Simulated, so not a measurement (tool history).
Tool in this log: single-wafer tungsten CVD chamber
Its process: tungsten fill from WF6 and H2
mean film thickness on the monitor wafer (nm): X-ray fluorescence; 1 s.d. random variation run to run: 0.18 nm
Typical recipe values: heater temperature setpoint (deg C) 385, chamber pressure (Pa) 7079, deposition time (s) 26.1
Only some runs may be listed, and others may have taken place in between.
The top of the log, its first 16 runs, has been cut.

| run | hour | heater temperature setpoint (deg C) | chamber pressure (Pa) | deposition time (s) | read-back reference wafer on the same gauge, thickness_nm | mean film thickness on the monitor wafer (nm) |
|---|---|---|---|---|---|---|
| 17 | 183.2 | 395 | 7079 | 26.1 | 85.053 | 89.772 |
| 18 | 200.2 | 385 | 7079 | 26.1 | 84.991 | 75.612 |
| 19 | 217.2 | 399 | 7079 | 28.6 | 85.015 | 104.502 |
| 20 | 225.4 | 385 | 7079 | 26.1 | 84.982 | 75.530 |
| 21 | 240.5 | 375 | 8146 | 29.8 | 84.957 | 75.887 |
| 22 | 255.6 | 385 | 7079 | 21.5 | 84.981 | 62.131 |
| 23 | 261.9 | 385 | 7079 | 26.1 | 85.015 | 74.876 |
| 24 | 277.7 | 385 | 7079 | 23.4 | 85.055 | 67.186 |
| 25 | 291.7 | 385 | 8666 | 24.1 | 84.966 | 75.221 |
| 26 | 345.3 | 379 | 6053 | 23.1 | 84.999 | 56.384 |
| 27 | 361.1 | 385 | 8413 | 24.0 | 84.975 | 73.540 |
| 28 | 367.2 | 385 | 7079 | 26.1 | 85.009 | 74.858 |
| 29 | 374.4 | 385 | 7079 | 26.1 | 84.966 | 74.906 |
| 30 | 388.2 | 399 | 8786 | 24.2 | 84.941 | 95.964 |
| 31 | 395.1 | 376 | 8093 | 24.8 | 85.016 | 63.826 |
| 32 | 408.5 | 385 | 7079 | 26.1 | 84.936 | 74.782 |
| 33 | 418.7 | 385 | 7079 | 26.1 | 84.957 | 75.025 |
| 34 | 430.1 | 398 | 7653 | 22.2 | 84.964 | 81.619 |

Predict each of these 4 candidate next runs independently; none follows another, all start after run 34:
| A | 430.5 | 385 | 5946 | 26.1 | ? | ? |
| B | 430.5 | 380 | 7079 | 28.6 | ? | ? |
| C | 430.5 | 385 | 5706 | 26.1 | ? | ? |
| D | 430.5 | 394 | 7079 | 26.1 | ? | ? |

| run | read-back reference wafer on the same gauge, thickness_nm | mean film thickness on the monitor wafer (nm) |
|---|---|---|
| A | 84.959 | 69.766 |
| B | 84.959 | 74.787 |
| C | 84.959 | 68.705 |
| D | 84.959 | 86.947 |
Without the tool's hidden state the same runs would have given:
| run | mean film thickness on the monitor wafer (nm) |
|---|---|
| A | 70.563 |
| B | 75.653 |
| C | 69.490 |
| D | 87.895 |
